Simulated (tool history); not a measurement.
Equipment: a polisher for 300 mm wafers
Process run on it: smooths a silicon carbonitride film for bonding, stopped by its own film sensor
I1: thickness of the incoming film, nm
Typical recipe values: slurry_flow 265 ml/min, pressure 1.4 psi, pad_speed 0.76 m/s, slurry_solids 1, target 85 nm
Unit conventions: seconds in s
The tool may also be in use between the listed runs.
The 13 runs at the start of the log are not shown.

Run 14, hour 163.1: usual settings but pressure 1.7 psi, pad_speed 0.94 m/s, slurry_solids 1.15; I1 101.1. Result: seconds 68.4 s.
Run 15, hour 171.4: usual settings; I1 100.7. Result: seconds 94.7 s.
Run 16, hour 183.1: usual settings but slurry_flow 190 ml/min; I1 101.6. Result: seconds 103.1 s.
Run 17, hour 191.8: usual settings but slurry_flow 350 ml/min; I1 101.6. Result: seconds 97 s.
Run 18, hour 206.9: usual settings but pad_speed 0.96 m/s, slurry_solids 1.2, target 83 nm; I1 99.7. Result: seconds 82.7 s.
Run 19, hour 214.3: usual settings but pressure 1 psi, pad_speed 0.98 m/s, slurry_solids 1.3; I1 100.6. Result: seconds 104.9 s.
At hour 237.2: worn pad replaced by a new one.
At hour 237.7: slurry blender recalibrated.
Run 20, hour 239.3: usual settings but slurry_flow 190 ml/min; I1 99.2. Result: seconds 89.4 s.
Run 21, hour 247.6: usual settings but pressure 1.8 psi, slurry_solids 0.7; I1 102. Result: seconds 86.8 s.
Run 22, hour 260.6: usual settings but slurry_flow 290 ml/min, target 81 nm; I1 99. Result: seconds 108.2 s.
Run 23, hour 279.6: usual settings but slurry_flow 220 ml/min, target 89 nm; I1 99.4. Result: seconds 63.9 s.
Run 24, hour 288.7: usual settings; I1 100.7. Result: seconds 97.3 s.
Run 25, hour 298: usual settings but slurry_solids 0.8, target 80 nm; I1 100.3. Result: seconds 127.6 s.
Run 26, hour 308.4: usual settings but pad_speed 0.68 m/s, slurry_solids 1.25, target 87 nm; I1 99.6. Result: seconds 74.3 s.
Run 27, hour 314.7: usual settings but slurry_flow 195 ml/min, pad_speed 0.98 m/s; I1 100. Result: seconds 82.3 s.
Run 28, hour 322.8: usual settings but slurry_flow 220 ml/min; I1 99.5. Result: seconds 86.9 s.
Run 29, hour 330.6: usual settings but target 80 nm; I1 98.2. Result: seconds 106.4 s.
Run 30, hour 340.2: usual settings; I1 100.4. Result: seconds 91.5 s.
At hour 344.4: worn pad replaced by a new one.
Run 31, hour 346.4: usual settings but pad_speed 0.64 m/s; I1 99.1. Result: seconds 88.3 s.

Below are 3 alternative next runs, each starting from the tool's condition after run 31. Predict each:
Run A, hour 346.9: usual settings; I1 101.8. Result: seconds ?.
Run B, hour 346.9: usual settings but pressure 1.6 psi, slurry_solids 1.15; I1 101.8. Result: seconds ?.
Run C, hour 346.9: usual settings but slurry_flow 295 ml/min, pad_speed 0.98 m/s, slurry_solids 0.8, target 82 nm; I1 101.8. Result: seconds ?.

run  seconds
  A      100
  B     83.6
  C    109.2
The same runs, with their run-to-run variation unchanged, on a tool lacking any hidden condition would have given:
run  seconds
  A    110.5
  B     92.4
  C    120.7

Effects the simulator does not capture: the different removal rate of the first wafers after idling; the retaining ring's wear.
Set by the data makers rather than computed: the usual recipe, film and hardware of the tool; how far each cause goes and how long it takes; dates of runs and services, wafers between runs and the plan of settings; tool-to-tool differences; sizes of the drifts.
